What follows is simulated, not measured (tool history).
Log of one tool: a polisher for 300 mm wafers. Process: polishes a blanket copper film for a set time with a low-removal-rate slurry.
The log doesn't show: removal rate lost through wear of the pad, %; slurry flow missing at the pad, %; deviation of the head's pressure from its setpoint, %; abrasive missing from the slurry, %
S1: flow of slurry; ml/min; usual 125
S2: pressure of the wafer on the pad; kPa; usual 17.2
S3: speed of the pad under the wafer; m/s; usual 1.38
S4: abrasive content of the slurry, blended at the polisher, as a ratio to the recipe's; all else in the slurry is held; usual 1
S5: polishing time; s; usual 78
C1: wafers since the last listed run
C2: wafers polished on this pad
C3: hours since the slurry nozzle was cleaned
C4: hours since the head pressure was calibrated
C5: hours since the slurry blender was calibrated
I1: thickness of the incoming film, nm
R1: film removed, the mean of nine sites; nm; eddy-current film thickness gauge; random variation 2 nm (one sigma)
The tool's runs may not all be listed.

{"run": 1, "day": 0.0, "S1": 125, "S2": 17.2, "S3": 1.38, "S4": 1, "S5": 78, "C1": 0, "C2": 1948, "C3": 245, "C4": 862.4, "C5": 558.6, "I1": 1062, "R1": 293.1}
{"run": 2, "day": 3.0, "S1": 125, "S2": 17.2, "S3": 1.38, "S4": 1, "S5": 78, "C1": 1018, "C2": 2966, "C3": 317, "C4": 934.4, "C5": 630.6, "I1": 1053.7, "R1": 294.6}
{"run": 3, "day": 6.033, "S1": 125, "S2": 17.2, "S3": 1.38, "S4": 1, "S5": 78, "C1": 1029, "C2": 3995, "C3": 389.8, "C4": 1007.2, "C5": 703.4, "I1": 1050, "R1": 300.3}
{"day": 8.333, "done": "slurry blender recalibrated"}
{"day": 9.508, "done": "head pressure recalibrated"}
{"run": 4, "day": 9.579, "S1": 125, "S2": 17.2, "S3": 1.38, "S4": 1, "S5": 78, "C1": 1146, "C2": 5142, "C3": 474.9, "C4": 1.7, "C5": 29.9, "I1": 1056.8, "R1": 288.4}
{"run": 5, "day": 14.021, "S1": 125, "S2": 17.2, "S3": 1.38, "S4": 1, "S5": 66, "C1": 1507, "C2": 6649, "C3": 581.5, "C4": 108.3, "C5": 136.5, "I1": 1062.3, "R1": 245.1}
{"run": 6, "day": 15.546, "S1": 125, "S2": 17.2, "S3": 1.38, "S4": 1, "S5": 66, "C1": 517, "C2": 7167, "C3": 618.1, "C4": 144.9, "C5": 173.1, "I1": 1053.2, "R1": 244.6}
{"day": 19.038, "done": "slurry nozzle cleaned"}
{"run": 7, "day": 19.292, "S1": 125, "S2": 17.2, "S3": 1.38, "S4": 1, "S5": 66, "C1": 1257, "C2": 8424, "C3": 6.1, "C4": 234.8, "C5": 263, "I1": 1059.5, "R1": 245}
{"run": 8, "day": 23.083, "S1": 125, "S2": 20, "S3": 1.38, "S4": 0.75, "S5": 78, "C1": 1286, "C2": 9711, "C3": 97.1, "C4": 325.8, "C5": 354, "I1": 1061.4, "R1": 320.4}
{"run": 9, "day": 26.692, "S1": 125, "S2": 17.2, "S3": 1.38, "S4": 1, "S5": 78, "C1": 1224, "C2": 10935, "C3": 183.7, "C4": 412.4, "C5": 440.6, "I1": 1046.4, "R1": 289.1}
{"day": 26.862, "done": "worn pad replaced by a new one"}
{"run": 10, "day": 30.775, "S1": 125, "S2": 13.1, "S3": 1.38, "S4": 0.85, "S5": 78, "C1": 1329, "C2": 1327, "C3": 281.7, "C4": 510.4, "C5": 538.6, "I1": 1052.8, "R1": 213.4}
{"run": 11, "day": 32.804, "S1": 110, "S2": 17.2, "S3": 1.8, "S4": 1, "S5": 78, "C1": 688, "C2": 2016, "C3": 330.4, "C4": 559.1, "C5": 587.3, "I1": 1070.5, "R1": 352.9}
{"run": 12, "day": 36.35, "S1": 80, "S2": 22.8, "S3": 1.62, "S4": 1, "S5": 92, "C1": 1203, "C2": 3219, "C3": 415.5, "C4": 644.2, "C5": 672.4, "I1": 1061, "R1": 460.3}
{"day": 38.85, "done": "slurry blender recalibrated"}
{"run": 13, "day": 39.521, "S1": 150, "S2": 17.2, "S3": 1.58, "S4": 1, "S5": 53, "C1": 1047, "C2": 4267, "C3": 491.6, "C4": 720.3, "C5": 16.1, "I1": 1062.7, "R1": 229.9}
{"run": 14, "day": 42.562, "S1": 125, "S2": 17.2, "S3": 1.38, "S4": 1, "S5": 78, "C1": 1032, "C2": 5299, "C3": 564.6, "C4": 793.3, "C5": 89.1, "I1": 1043.9, "R1": 297.1}
{"run": 15, "day": 45.742, "S1": 125, "S2": 11, "S3": 1.38, "S4": 1, "S5": 78, "C1": 1078, "C2": 6378, "C3": 640.9, "C4": 869.6, "C5": 165.4, "I1": 1059.3, "R1": 189.6}
{"day": 46.138, "done": "slurry nozzle cleaned"}
{"run": 16, "day": 47.962, "S1": 125, "S2": 13.1, "S3": 1.8, "S4": 0.85, "S5": 90, "C1": 739, "C2": 7117, "C3": 43.8, "C4": 922.9, "C5": 218.7, "I1": 1058.1, "R1": 315.1}
{"day": 51.017, "done": "head pressure recalibrated"}
{"run": 17, "day": 51.038, "S1": 140, "S2": 17.2, "S3": 1.38, "S4": 1, "S5": 78, "C1": 1015, "C2": 8133, "C3": 117.6, "C4": 0.5, "C5": 292.5, "I1": 1078.7, "R1": 298.4}
{"day": 53.538, "done": "worn pad replaced by a new one"}
{"run": 18, "day": 54.25, "S1": 125, "S2": 17.2, "S3": 1.38, "S4": 1.3, "S5": 89, "C1": 1033, "C2": 241, "C3": 194.7, "C4": 77.6, "C5": 369.6, "I1": 1047.3, "R1": 343.4}
{"run": 19, "day": 57.458, "S1": 170, "S2": 21.4, "S3": 1.22, "S4": 1, "S5": 94, "C1": 1088, "C2": 1330, "C3": 271.7, "C4": 154.6, "C5": 446.6, "I1": 1051.1, "R1": 410.7}
{"run": 20, "day": 59.492, "S1": 125, "S2": 17.2, "S3": 1.38, "S4": 1, "S5": 89, "C1": 690, "C2": 2020, "C3": 320.5, "C4": 203.4, "C5": 495.4, "I1": 1081.9, "R1": 331.3}
{"run": 21, "day": 63.654, "S1": 95, "S2": 17.2, "S3": 1.66, "S4": 1, "S5": 78, "C1": 1412, "C2": 3432, "C3": 420.4, "C4": 303.3, "C5": 595.3, "I1": 1068.2, "R1": 315.6}
{"run": 22, "day": 67.596, "S1": 125, "S2": 17.2, "S3": 1.38, "S4": 1.2, "S5": 101, "C1": 1337, "C2": 4770, "C3": 515, "C4": 397.9, "C5": 689.9, "I1": 1075.6, "R1": 387.8}
{"run": 23, "day": 71.092, "S1": 125, "S2": 17.2, "S3": 1.84, "S4": 0.9, "S5": 78, "C1": 1186, "C2": 5956, "C3": 598.9, "C4": 481.8, "C5": 773.8, "I1": 1043.2, "R1": 363.2}
{"day": 72.012, "done": "slurry blender recalibrated"}
{"day": 74.975, "done": "slurry nozzle cleaned"}
{"run": 24, "day": 75.283, "S1": 140, "S2": 17.2, "S3": 1.1, "S4": 1, "S5": 85, "C1": 1380, "C2": 7336, "C3": 7.4, "C4": 582.4, "C5": 78.5, "I1": 1065.3, "R1": 274.2}
{"run": 25, "day": 77.471, "S1": 150, "S2": 17.2, "S3": 1.58, "S4": 1, "S5": 53, "C1": 742, "C2": 8079, "C3": 59.9, "C4": 634.9, "C5": 131, "I1": 1064.7, "R1": 233.3}
{"run": 26, "day": 80.112, "S1": 125, "S2": 15.2, "S3": 1.16, "S4": 1, "S5": 78, "C1": 896, "C2": 8975, "C3": 123.3, "C4": 698.3, "C5": 194.4, "I1": 1060.4, "R1": 226.6}
{"run": 27, "day": 84.033, "S1": 165, "S2": 20.7, "S3": 1.38, "S4": 1, "S5": 78, "C1": 1330, "C2": 10306, "C3": 217.4, "C4": 792.4, "C5": 288.5, "I1": 1065.6, "R1": 372.4}
{"day": 88.071, "done": "head pressure recalibrated"}
{"run": 28, "day": 88.112, "S1": 125, "S2": 17.2, "S3": 1.38, "S4": 1, "S5": 78, "C1": 1355, "C2": 11662, "C3": 315.3, "C4": 1, "C5": 386.4, "I1": 1062.7, "R1": 289.7}
{"day": 88.433, "done": "worn pad replaced by a new one"}
{"run": 29, "day": 90.333, "S1": 170, "S2": 17.2, "S3": 0.96, "S4": 1.2, "S5": 98, "C1": 697, "C2": 644, "C3": 368.6, "C4": 54.3, "C5": 439.7, "I1": 1049.5, "R1": 303.3}

Forecast each of these 5 alternatives for the next run:
{"run": "A", "day": 90.35, "S1": 125, "S2": 17.2, "S3": 1.38, "S4": 0.75, "S5": 78, "C1": 5, "C2": 650, "C3": 369, "C4": 54.7, "C5": 440.1, "I1": 1038.5, "R1": "?"}
{"run": "B", "day": 90.35, "S1": 125, "S2": 21.4, "S3": 1.38, "S4": 1, "S5": 66, "C1": 5, "C2": 650, "C3": 369, "C4": 54.7, "C5": 440.1, "I1": 1038.5, "R1": "?"}
{"run": "C", "day": 90.35, "S1": 125, "S2": 11, "S3": 1.6, "S4": 1.25, "S5": 93, "C1": 5, "C2": 650, "C3": 369, "C4": 54.7, "C5": 440.1, "I1": 1038.5, "R1": "?"}
{"run": "D", "day": 90.35, "S1": 95, "S2": 17.2, "S3": 1.38, "S4": 1, "S5": 78, "C1": 5, "C2": 650, "C3": 369, "C4": 54.7, "C5": 440.1, "I1": 1038.5, "R1": "?"}
{"run": "E", "day": 90.35, "S1": 155, "S2": 14.5, "S3": 1.38, "S4": 1, "S5": 92, "C1": 5, "C2": 650, "C3": 369, "C4": 54.7, "C5": 440.1, "I1": 1038.5, "R1": "?"}

run=A R1=274.4
run=B R1=300.4
run=C R1=255.8
run=D R1=267.6
run=E R1=296
Without the tool's hidden state the same runs would have given:
run=A R1=274.8
run=B R1=300.9
run=C R1=256.2
run=D R1=268
run=E R1=296.5
